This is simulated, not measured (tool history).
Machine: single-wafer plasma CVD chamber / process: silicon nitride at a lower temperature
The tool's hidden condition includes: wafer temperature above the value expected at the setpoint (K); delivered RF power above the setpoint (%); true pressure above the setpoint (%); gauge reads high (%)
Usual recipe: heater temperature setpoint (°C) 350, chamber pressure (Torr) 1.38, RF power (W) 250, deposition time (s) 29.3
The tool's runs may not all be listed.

run	hour	heater temperature setpoint (°C)	chamber pressure (Torr)	RF power (W)	deposition time (s)	wafers since the last listed run	hours since the last thermocouple change	hours since the last RF generator calibration	hours since the last manometer calibration	hours since the showerhead was replaced	hours since the gauge calibration	read-back reference wafer on the same gauge, thickness_nm	mean film thickness on the monitor wafer (nm)
1	0	361	1.38	290	29.3	0	2096.5	1369.4	1042.8	2519.7	846.9	33.123	32.941
2	22.8	350	1.38	250	29.3	620	2119.3	1392.2	1065.6	2542.5	869.7	33.179	30.383
3	35.3	350	1.38	250	29.3	340	2131.8	1404.7	1078.1	2555	882.2	33.169	30.13
4	53.8	350	1.25	250	30.8	503	2150.3	1423.2	1096.6	2573.5	900.7	33.213	31.072
5	66.1	350	1.25	250	30.8	334	2162.6	1435.5	1108.9	2585.8	913	33.191	31.075
6	85.3	350	1.25	250	30.8	522	2181.8	1454.7	1128.1	2605	932.2	33.188	31.196
7	103.4	350	1.38	250	29.3	492	2199.9	1472.8	1146.2	2623.1	950.3	33.231	30.19
# hour 114.2: RF generator calibrated
8	119.2	350	1.38	250	29.3	212	2215.7	5	1162	2638.9	966.1	33.254	30.317
# hour 129.5: showerhead replaced
9	142.4	350	1.38	250	29.3	413	2238.9	28.2	1185.2	12.9	989.3	33.259	30.367
10	156.4	350	1.38	250	29.3	381	2252.9	42.2	1199.2	26.9	1003.3	33.21	30.459
11	180.5	341	1.38	250	29.3	656	2277	66.3	1223.3	51	1027.4	33.271	30.591
12	211.2	339	1.47	250	29.3	836	2307.7	97	1254	81.7	1058.1	33.304	30.956
13	238.3	350	1.08	250	34.9	738	2334.8	124.1	1281.1	108.8	1085.2	33.282	33.799
14	269.7	350	1.07	250	29.3	855	2366.2	155.5	1312.5	140.2	1116.6	33.315	28.452
15	292.1	356	1.2	285	27.6	610	2388.6	177.9	1334.9	162.6	1139	33.3	29.82
16	305.1	338	1.16	250	29.3	354	2401.6	190.9	1347.9	175.6	1152	33.362	29.061
17	337.9	350	1.38	250	29.3	893	2434.4	223.7	1380.7	208.4	1184.8	33.349	30.567
18	357.6	350	1.38	250	29.3	536	2454.1	243.4	1400.4	228.1	1204.5	33.366	30.567
# hour 369.1: gauge calibrated
19	422.3	350	1.38	250	26.9	1762	2518.8	308.1	1465.1	292.8	53.2	32.858	27.435
20	529.8	350	1.72	250	29.3	2927	2626.3	415.6	1572.6	400.3	160.7	32.9	31.798
# hour 547: thermocouple changed; heater temperature recalibrated
21	559.1	350	1.14	265	31.4	580	12.1	444.9	1601.9	429.6	190	32.891	31.838
22	582.4	350	1.38	250	29.3	634	35.4	468.2	1625.2	452.9	213.3	32.968	30.075
# hour 604.3: capacitance manometer re-zeroed and calibrated
23	610.7	350	1.38	295	26.6	552	63.7	496.5	6.4	481.2	241.6	32.976	30.225
24	637.2	356	1.2	285	27.6	721	90.2	523	32.9	507.7	268.1	32.975	29.522
25	671.4	358	1.38	280	29.3	931	124.4	557.2	67.1	541.9	302.3	33.031	32.127
26	698.1	350	1.38	250	33.7	727	151.1	583.9	93.8	568.6	329	33.013	34.697
27	798.3	362	1.72	250	31.8	2728	251.3	684.1	194	668.8	429.2	33.102	34.497
28	886.4	350	1.38	250	29.3	2399	339.4	772.2	282.1	756.9	517.3	33.165	30.188
29	904.6	358	1.22	275	29.3	495	357.6	790.4	300.3	775.1	535.5	33.168	30.733

4 ways to go on from here, each from the tool as it stands after run 29. What would each give?
A	905	350	1.38	250	29.3	10	358	790.8	300.7	775.5	535.9	?	?
B	905	350	1.38	265	29.3	10	358	790.8	300.7	775.5	535.9	?	?
C	905	344	1.6	290	33.6	10	358	790.8	300.7	775.5	535.9	?	?
D	905	350	1.04	235	29.3	10	358	790.8	300.7	775.5	535.9	?	?

run	read-back reference wafer on the same gauge, thickness_nm	mean film thickness on the monitor wafer (nm)
A	33.169	30.123
B	33.169	31.198
C	33.169	39.316
D	33.169	26.921
With the hidden condition removed and each run's random variation left untouched, the same runs would have given:
run	mean film thickness on the monitor wafer (nm)
A	29.813
B	30.876
C	38.91
D	26.644
